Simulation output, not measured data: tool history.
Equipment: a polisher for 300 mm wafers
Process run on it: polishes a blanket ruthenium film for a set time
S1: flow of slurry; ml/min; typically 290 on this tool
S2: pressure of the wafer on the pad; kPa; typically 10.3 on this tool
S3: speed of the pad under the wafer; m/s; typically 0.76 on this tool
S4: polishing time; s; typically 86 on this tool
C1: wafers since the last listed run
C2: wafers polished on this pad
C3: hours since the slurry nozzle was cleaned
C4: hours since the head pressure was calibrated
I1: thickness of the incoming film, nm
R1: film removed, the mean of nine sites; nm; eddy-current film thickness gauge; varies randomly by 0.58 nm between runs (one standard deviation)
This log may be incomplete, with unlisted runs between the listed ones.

{"run": 1, "hour": 0.0, "S1": 290, "S2": 10.3, "S3": 0.76, "S4": 86, "C1": 0, "C2": 693, "C3": 35.7, "C4": 154.9, "I1": 353.2, "R1": 46.8}
{"hour": 87.0, "done": "worn pad replaced by a new one"}
{"run": 2, "hour": 93.6, "S1": 290, "S2": 10.3, "S3": 0.76, "S4": 86, "C1": 449, "C2": 33, "C3": 129.3, "C4": 248.5, "I1": 344.6, "R1": 46.8}
{"run": 3, "hour": 108.6, "S1": 230, "S2": 10.3, "S3": 0.76, "S4": 93, "C1": 75, "C2": 108, "C3": 144.3, "C4": 263.5, "I1": 355.1, "R1": 50.0}
{"run": 4, "hour": 142.1, "S1": 230, "S2": 10.3, "S3": 0.76, "S4": 93, "C1": 168, "C2": 276, "C3": 177.8, "C4": 297.0, "I1": 344.8, "R1": 50.5}
{"run": 5, "hour": 173.1, "S1": 230, "S2": 10.3, "S3": 0.76, "S4": 93, "C1": 155, "C2": 432, "C3": 208.8, "C4": 328.0, "I1": 349.4, "R1": 50.0}
{"run": 6, "hour": 189.0, "S1": 290, "S2": 10.3, "S3": 0.76, "S4": 86, "C1": 79, "C2": 511, "C3": 224.7, "C4": 343.9, "I1": 354.6, "R1": 46.7}
{"hour": 196.3, "done": "slurry nozzle cleaned"}
{"run": 7, "hour": 209.3, "S1": 290, "S2": 10.3, "S3": 0.76, "S4": 86, "C1": 96, "C2": 608, "C3": 13.0, "C4": 364.2, "I1": 345.1, "R1": 47.0}
{"run": 8, "hour": 244.1, "S1": 290, "S2": 10.3, "S3": 0.76, "S4": 86, "C1": 174, "C2": 783, "C3": 47.8, "C4": 399.0, "I1": 355.5, "R1": 46.1}
{"run": 9, "hour": 256.7, "S1": 290, "S2": 10.3, "S3": 0.76, "S4": 86, "C1": 63, "C2": 846, "C3": 60.4, "C4": 411.6, "I1": 356.9, "R1": 46.6}
{"run": 10, "hour": 292.3, "S1": 290, "S2": 12.4, "S3": 0.68, "S4": 86, "C1": 178, "C2": 1025, "C3": 96.0, "C4": 447.2, "I1": 353.5, "R1": 49.4}
{"run": 11, "hour": 312.1, "S1": 290, "S2": 12.4, "S3": 0.68, "S4": 86, "C1": 99, "C2": 1124, "C3": 115.8, "C4": 467.0, "I1": 343.0, "R1": 48.6}
{"run": 12, "hour": 337.3, "S1": 290, "S2": 12.4, "S3": 0.68, "S4": 86, "C1": 126, "C2": 1251, "C3": 141.0, "C4": 492.2, "I1": 348.7, "R1": 48.8}
{"hour": 344.5, "done": "worn pad replaced by a new one"}
{"run": 13, "hour": 359.6, "S1": 290, "S2": 10.3, "S3": 0.76, "S4": 86, "C1": 91, "C2": 75, "C3": 163.3, "C4": 514.5, "I1": 350.1, "R1": 45.6}
{"run": 14, "hour": 387.9, "S1": 290, "S2": 10.3, "S3": 0.76, "S4": 86, "C1": 141, "C2": 217, "C3": 191.6, "C4": 542.8, "I1": 355.9, "R1": 46.3}
{"run": 15, "hour": 408.6, "S1": 290, "S2": 10.3, "S3": 0.76, "S4": 86, "C1": 103, "C2": 321, "C3": 212.3, "C4": 563.5, "I1": 350.4, "R1": 46.1}
{"hour": 417.2, "done": "slurry nozzle cleaned"}
{"run": 16, "hour": 425.9, "S1": 290, "S2": 10.3, "S3": 0.76, "S4": 86, "C1": 81, "C2": 403, "C3": 8.7, "C4": 580.8, "I1": 349.4, "R1": 46.4}
{"run": 17, "hour": 442.6, "S1": 290, "S2": 10.3, "S3": 1.0, "S4": 86, "C1": 83, "C2": 487, "C3": 25.4, "C4": 597.5, "I1": 349.2, "R1": 59.7}
{"run": 18, "hour": 466.9, "S1": 245, "S2": 11.7, "S3": 0.64, "S4": 60, "C1": 121, "C2": 608, "C3": 49.7, "C4": 621.8, "I1": 343.8, "R1": 29.8}
{"run": 19, "hour": 497.5, "S1": 290, "S2": 10.3, "S3": 0.76, "S4": 86, "C1": 153, "C2": 762, "C3": 80.3, "C4": 652.4, "I1": 347.0, "R1": 45.6}
{"run": 20, "hour": 515.3, "S1": 290, "S2": 9.0, "S3": 0.5, "S4": 86, "C1": 89, "C2": 851, "C3": 98.1, "C4": 670.2, "I1": 350.9, "R1": 26.3}
{"hour": 521.6, "done": "head pressure recalibrated"}
{"run": 21, "hour": 547.8, "S1": 290, "S2": 10.3, "S3": 0.76, "S4": 86, "C1": 153, "C2": 1004, "C3": 130.6, "C4": 26.2, "I1": 352.3, "R1": 47.3}
{"run": 22, "hour": 565.1, "S1": 290, "S2": 10.3, "S3": 0.86, "S4": 63, "C1": 86, "C2": 1091, "C3": 147.9, "C4": 43.5, "I1": 354.9, "R1": 39.5}
{"run": 23, "hour": 578.3, "S1": 290, "S2": 10.3, "S3": 0.76, "S4": 86, "C1": 66, "C2": 1157, "C3": 161.1, "C4": 56.7, "I1": 345.9, "R1": 48.6}
{"hour": 595.3, "done": "worn pad replaced by a new one"}
{"run": 24, "hour": 595.8, "S1": 290, "S2": 10.3, "S3": 0.76, "S4": 86, "C1": 67, "C2": 2, "C3": 178.6, "C4": 74.2, "I1": 351.1, "R1": 46.5}
{"run": 25, "hour": 613.5, "S1": 200, "S2": 13.1, "S3": 0.76, "S4": 94, "C1": 88, "C2": 91, "C3": 196.3, "C4": 91.9, "I1": 354.4, "R1": 62.2}
{"run": 26, "hour": 626.8, "S1": 365, "S2": 12.4, "S3": 0.96, "S4": 77, "C1": 66, "C2": 158, "C3": 209.6, "C4": 105.2, "I1": 347.5, "R1": 63.9}
{"hour": 644.9, "done": "slurry nozzle cleaned"}
{"run": 27, "hour": 652.9, "S1": 250, "S2": 10.3, "S3": 0.76, "S4": 86, "C1": 125, "C2": 284, "C3": 8.0, "C4": 131.3, "I1": 345.2, "R1": 47.4}
{"run": 28, "hour": 672.0, "S1": 290, "S2": 10.3, "S3": 0.58, "S4": 86, "C1": 95, "C2": 379, "C3": 27.1, "C4": 150.4, "I1": 351.7, "R1": 35.9}
{"run": 29, "hour": 703.9, "S1": 290, "S2": 10.3, "S3": 0.88, "S4": 86, "C1": 160, "C2": 540, "C3": 59.0, "C4": 182.3, "I1": 350.9, "R1": 53.9}
{"run": 30, "hour": 723.3, "S1": 290, "S2": 10.3, "S3": 0.76, "S4": 86, "C1": 97, "C2": 637, "C3": 78.4, "C4": 201.7, "I1": 345.6, "R1": 46.5}
{"run": 31, "hour": 754.2, "S1": 350, "S2": 10.3, "S3": 0.76, "S4": 86, "C1": 155, "C2": 792, "C3": 109.3, "C4": 232.6, "I1": 354.2, "R1": 46.4}
{"run": 32, "hour": 769.9, "S1": 290, "S2": 10.3, "S3": 0.76, "S4": 86, "C1": 78, "C2": 871, "C3": 125.0, "C4": 248.3, "I1": 352.6, "R1": 47.0}
{"run": 33, "hour": 793.4, "S1": 370, "S2": 8.3, "S3": 0.64, "S4": 76, "C1": 117, "C2": 989, "C3": 148.5, "C4": 271.8, "I1": 350.7, "R1": 28.7}
{"run": 34, "hour": 821.1, "S1": 290, "S2": 13.8, "S3": 0.76, "S4": 73, "C1": 138, "C2": 1128, "C3": 176.2, "C4": 299.5, "I1": 355.6, "R1": 51.6}
{"hour": 856.6, "done": "worn pad replaced by a new one"}
{"hour": 892.0, "done": "slurry nozzle cleaned"}
{"run": 35, "hour": 895.4, "S1": 290, "S2": 10.3, "S3": 0.76, "S4": 86, "C1": 347, "C2": 189, "C3": 3.4, "C4": 373.8, "I1": 350.4, "R1": 45.9}
{"run": 36, "hour": 907.7, "S1": 290, "S2": 13.8, "S3": 0.76, "S4": 73, "C1": 61, "C2": 251, "C3": 15.7, "C4": 386.1, "I1": 350.4, "R1": 50.7}
{"run": 37, "hour": 934.7, "S1": 340, "S2": 11.7, "S3": 0.76, "S4": 86, "C1": 135, "C2": 386, "C3": 42.7, "C4": 413.1, "I1": 349.6, "R1": 51.4}
{"run": 38, "hour": 961.5, "S1": 290, "S2": 10.3, "S3": 0.92, "S4": 86, "C1": 134, "C2": 521, "C3": 69.5, "C4": 439.9, "I1": 352.0, "R1": 56.4}

Consider 3 possible next runs. They are alternatives, not a sequence: every one starts from the tool as it was left by run 38. What does each give?
{"run": "A", "hour": 961.9, "S1": 220, "S2": 10.3, "S3": 0.76, "S4": 86, "C1": 2, "C2": 523, "C3": 69.9, "C4": 440.3, "I1": 348.6, "R1": "?"}
{"run": "B", "hour": 961.9, "S1": 290, "S2": 10.3, "S3": 0.94, "S4": 106, "C1": 2, "C2": 523, "C3": 69.9, "C4": 440.3, "I1": 348.6, "R1": "?"}
{"run": "C", "hour": 961.9, "S1": 325, "S2": 9.0, "S3": 0.76, "S4": 86, "C1": 2, "C2": 523, "C3": 69.9, "C4": 440.3, "I1": 348.6, "R1": "?"}

run=A R1=45.1
run=B R1=70.0
run=C R1=40.4
With no hidden state in the tool, these same runs would have given:
run=A R1=47.3
run=B R1=73.4
run=C R1=42.4
